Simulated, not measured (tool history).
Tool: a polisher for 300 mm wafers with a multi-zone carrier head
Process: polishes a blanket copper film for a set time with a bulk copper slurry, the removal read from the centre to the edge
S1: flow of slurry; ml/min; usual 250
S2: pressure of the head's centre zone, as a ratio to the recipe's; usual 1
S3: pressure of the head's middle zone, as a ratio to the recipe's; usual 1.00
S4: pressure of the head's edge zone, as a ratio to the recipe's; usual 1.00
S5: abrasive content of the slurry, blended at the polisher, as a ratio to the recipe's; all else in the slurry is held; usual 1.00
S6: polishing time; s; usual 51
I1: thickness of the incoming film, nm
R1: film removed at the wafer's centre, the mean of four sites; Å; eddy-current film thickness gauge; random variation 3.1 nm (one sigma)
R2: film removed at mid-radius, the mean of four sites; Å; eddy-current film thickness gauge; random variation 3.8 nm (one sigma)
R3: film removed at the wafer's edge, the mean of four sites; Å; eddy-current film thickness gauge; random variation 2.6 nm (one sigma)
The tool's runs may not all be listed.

Run 1, day 0.000: usual settings; I1 4303.7. Result: R1 3792 Å, R2 3834 Å, R3 3818 Å.
Run 2, day 3.688: usual settings; I1 4239.0. Result: R1 3796 Å, R2 3824 Å, R3 3795 Å.
Run 3, day 6.150: usual settings; I1 4200.9. Result: R1 3811 Å, R2 3850 Å, R3 3811 Å.
Run 4, day 9.138: usual settings but S6 46 s; I1 4232.9. Result: R1 3410 Å, R2 3420 Å, R3 3463 Å.
Run 5, day 11.458: usual settings; I1 4285.3. Result: R1 3849 Å, R2 3926 Å, R3 3801 Å.
At day 13.758: centre zone pressure recalibrated.
At day 14.588: worn pad replaced by a new one.
At day 15.129: slurry nozzle cleaned.
Run 6, day 15.150: usual settings; I1 4325.6. Result: R1 3863 Å, R2 3865 Å, R3 3833 Å.
Run 7, day 19.271: usual settings but S4 1.04, S5 1.20, S6 35 s; I1 4264.3. Result: R1 2756 Å, R2 2780 Å, R3 2816 Å.
At day 22.858: edge zone pressure recalibrated.
Run 8, day 23.708: usual settings but S6 37 s; I1 4255.9. Result: R1 2758 Å, R2 2805 Å, R3 2725 Å.
Run 9, day 25.433: usual settings; I1 4211.8. Result: R1 3811 Å, R2 3851 Å, R3 3831 Å.
Run 10, day 29.417: usual settings; I1 4298.2. Result: R1 3758 Å, R2 3900 Å, R3 3827 Å.
Run 11, day 33.867: usual settings but S6 38 s; I1 4251.4. Result: R1 2851 Å, R2 2850 Å, R3 2835 Å.
At day 34.742: slurry nozzle cleaned.
At day 35.046: worn pad replaced by a new one.
Run 12, day 37.396: usual settings but S3 0.93, S4 0.92, S6 63 s; I1 4253.6. Result: R1 4738 Å, R2 4543 Å, R3 4604 Å.
At day 38.067: carrier head's membrane replaced by a new one.
Run 13, day 41.633: usual settings but S1 225 ml/min, S3 1.12, S6 61 s; I1 4209.7. Result: R1 4441 Å, R2 4972 Å, R3 4511 Å.
At day 42.300: centre zone pressure recalibrated.
Run 14, day 46.108: usual settings but S3 0.89; I1 4238.9. Result: R1 3852 Å, R2 3576 Å, R3 3820 Å.
Run 15, day 48.233: usual settings but S3 1.09, S4 1.06, S6 64 s; I1 4291.8. Result: R1 4857 Å, R2 5230 Å, R3 4932 Å.
Run 16, day 52.688: usual settings but S1 175 ml/min, S3 1.12; I1 4322.4. Result: R1 3521 Å, R2 3998 Å, R3 3668 Å.
At day 54.850: worn pad replaced by a new one.
Run 17, day 56.183: usual settings but S1 215 ml/min, S4 1.05, S6 66 s; I1 4289.0. Result: R1 4808 Å, R2 4956 Å, R3 5006 Å.
At day 57.921: slurry nozzle cleaned.
Run 18, day 60.679: usual settings but S1 285 ml/min, S3 1.10, S5 1.25, S6 60 s; I1 4329.2. Result: R1 4859 Å, R2 5325 Å, R3 4880 Å.
Run 19, day 63.312: usual settings but S1 165 ml/min, S3 0.88, S4 1.05, S5 0.85; I1 4251.0. Result: R1 3351 Å, R2 3098 Å, R3 3543 Å.
Run 20, day 66.458: usual settings but S1 225 ml/min, S3 1.12, S6 61 s; I1 4201.4. Result: R1 4455 Å, R2 4912 Å, R3 4494 Å.

Forecast run 21:
At day 68.400: centre zone pressure recalibrated.
Run 21, day 69.508: usual settings but S6 34 s; I1 4317.2. Result: R1 ?, R2 ?, R3 ?.

{"run 21": {"R1": 2552, "R2": 2550, "R3": 2531}}
Without the tool's hidden state the same run would have given R1 2552 Å, R2 2550 Å, R3 2531 Å.

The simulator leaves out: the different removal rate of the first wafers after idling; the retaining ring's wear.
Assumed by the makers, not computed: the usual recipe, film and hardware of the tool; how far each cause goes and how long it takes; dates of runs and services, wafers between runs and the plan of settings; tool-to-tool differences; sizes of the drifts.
